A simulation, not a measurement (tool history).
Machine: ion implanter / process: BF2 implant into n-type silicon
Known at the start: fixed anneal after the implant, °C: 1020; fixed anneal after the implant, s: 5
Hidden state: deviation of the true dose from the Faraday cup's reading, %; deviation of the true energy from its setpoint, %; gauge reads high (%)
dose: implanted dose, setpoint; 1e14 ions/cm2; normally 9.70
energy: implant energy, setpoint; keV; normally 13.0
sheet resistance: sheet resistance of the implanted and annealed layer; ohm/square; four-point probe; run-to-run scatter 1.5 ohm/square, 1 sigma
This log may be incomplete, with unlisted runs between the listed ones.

run    hour   dose  energy  wafers since the last listed run  hours since the last dose calibration  hours since the extraction supply was calibrated  hours since the gauge calibration  read-back reference wafer on the same gauge, sheet resistance  sheet resistance
  1     0.0   9.70    10.0                                 0                                 1038.0                                            1945.7                             1510.6                                                         291.52            289.68
  2    37.3   9.70    10.0                               803                                 1075.3                                            1983.0                             1547.9                                                         291.10            286.16
  3   109.2   9.70    13.0                              1548                                 1147.2                                            2054.9                             1619.8                                                         290.84            257.13
  4   139.1   9.70    13.0                               643                                 1177.1                                            2084.8                             1649.7                                                         290.93            259.71
  5   168.1   9.70    13.0                               624                                 1206.1                                            2113.8                             1678.7                                                         291.29            256.57
  6   215.9   9.70    15.0                              1029                                 1253.9                                            2161.6                             1726.5                                                         290.35            239.24
  7   268.6   9.70    15.0                              1134                                 1306.6                                            2214.3                             1779.2                                                         290.43            243.57
  8   307.6   9.70    15.0                               839                                 1345.6                                            2253.3                             1818.2                                                         290.53            240.82
  9   372.8   9.70    13.0                              1404                                 1410.8                                            2318.5                             1883.4                                                         290.48            256.87
 10   419.8   9.70    13.0                              1012                                 1457.8                                            2365.5                             1930.4                                                         289.75            258.78
 11   474.2   9.70    13.0                              1171                                 1512.2                                            2419.9                             1984.8                                                         290.05            256.03
 12   528.3   9.70    13.0                              1165                                 1566.3                                            2474.0                             2038.9                                                         290.67            256.22
 13   570.1   9.70    11.5                               900                                 1608.1                                            2515.8                             2080.7                                                         289.87            269.96
      601.7  -- gauge calibrated
 14   637.0   9.70    11.5                              1440                                 1675.0                                            2582.7                               35.3                                                         307.87            285.62
 15   662.7   9.70    11.5                               553                                 1700.7                                            2608.4                               61.0                                                         307.03            288.40
 16   702.7   9.70    16.5                               861                                 1740.7                                            2648.4                              101.0                                                         306.23            242.88
 17   731.0   8.91    13.0                               609                                 1769.0                                            2676.7                              129.3                                                         305.51            273.90
 18   793.1   8.91    13.0                              1337                                 1831.1                                            2738.8                              191.4                                                         304.18            272.79
 19   825.6   9.70    13.0                               699                                 1863.6                                            2771.3                              223.9                                                         304.26            268.23
 20   879.6   8.42    13.0                              1162                                 1917.6                                            2825.3                              277.9                                                         303.44            274.82
      897.8  -- extraction supply calibrated
 21  1010.6   7.41    11.0                              2649                                 2048.6                                             112.8                              408.9                                                         300.92            307.02
 22  1052.8  12.52    13.0                               908                                 2090.8                                             155.0                              451.1                                                         300.46            253.07
     1105.2  -- Faraday cup replaced and dose calibrated
 23  1105.7  11.58    14.5                               966                                    0.5                                             207.9                              504.0                                                         299.23            244.01
 24  1145.5   9.70    13.0                               857                                   40.3                                             247.7                              543.8                                                         298.97            265.49
 25  1212.9   7.80    13.0                              1451                                  107.7                                             315.1                              611.2                                                         298.27            276.96
 26  1283.8  10.44    16.5                              1526                                  178.6                                             386.0                              682.1                                                         297.48            232.41
 27  1339.7  12.44    16.5                              1203                                  234.5                                             441.9                              738.0                                                         296.94            224.38
 28  1372.0   8.20    13.0                               695                                  266.8                                             474.2                              770.3                                                         296.46            271.32
 29  1409.9  11.01    17.5                               816                                  304.7                                             512.1                              808.2                                                         295.78            220.28
 30  1480.4   9.70     9.0                              1518                                  375.2                                             582.6                              878.7                                                         296.22            307.12
 31  1521.2   7.79     9.5                               878                                  416.0                                             623.4                              919.5                                                         295.48            316.92
 32  1584.2   8.86    13.0                              1356                                  479.0                                             686.4                              982.5                                                         295.13            264.63
 33  1629.1   7.45    11.0                               966                                  523.9                                             731.3                             1027.4                                                         294.90            299.19
 34  1694.2   7.55    13.0                              1402                                  589.0                                             796.4                             1092.5                                                         294.52            278.38
 35  1755.9  10.79    17.5                              1328                                  650.7                                             858.1                             1154.2                                                         294.21            220.43
 36  1800.0   9.70    11.5                               949                                  694.8                                             902.2                             1198.3                                                         293.68            274.48
 37  1852.8  12.52    10.0                              1137                                  747.6                                             955.0                             1251.1                                                         293.67            280.02
 38  1920.2   9.70    13.0                              1451                                  815.0                                            1022.4                             1318.5                                                         293.46            259.97

Across each entry between runs, compare the hidden state at the last listed run before it with the hidden state at the first listed run after it:
In the gap between runs 13 and 14: gauge calibrated (hour 601.7)
  gauge reads high (%): -5.52 -> 0.289
  measured minus no-state result, sheet resistance: -15.78 -> +0.82 ohm/square
In the gap between runs 20 and 21: extraction supply calibrated (hour 897.8)
  gauge reads high (%): -1.35 -> -2.03
  measured minus no-state result, sheet resistance: -3.77 -> -6.38 ohm/square
In the gap between runs 22 and 23: Faraday cup replaced and dose calibrated (hour 1105.2)
  gauge reads high (%): -2.23 -> -2.45
  measured minus no-state result, sheet resistance: -5.76 -> -6.14 ohm/square

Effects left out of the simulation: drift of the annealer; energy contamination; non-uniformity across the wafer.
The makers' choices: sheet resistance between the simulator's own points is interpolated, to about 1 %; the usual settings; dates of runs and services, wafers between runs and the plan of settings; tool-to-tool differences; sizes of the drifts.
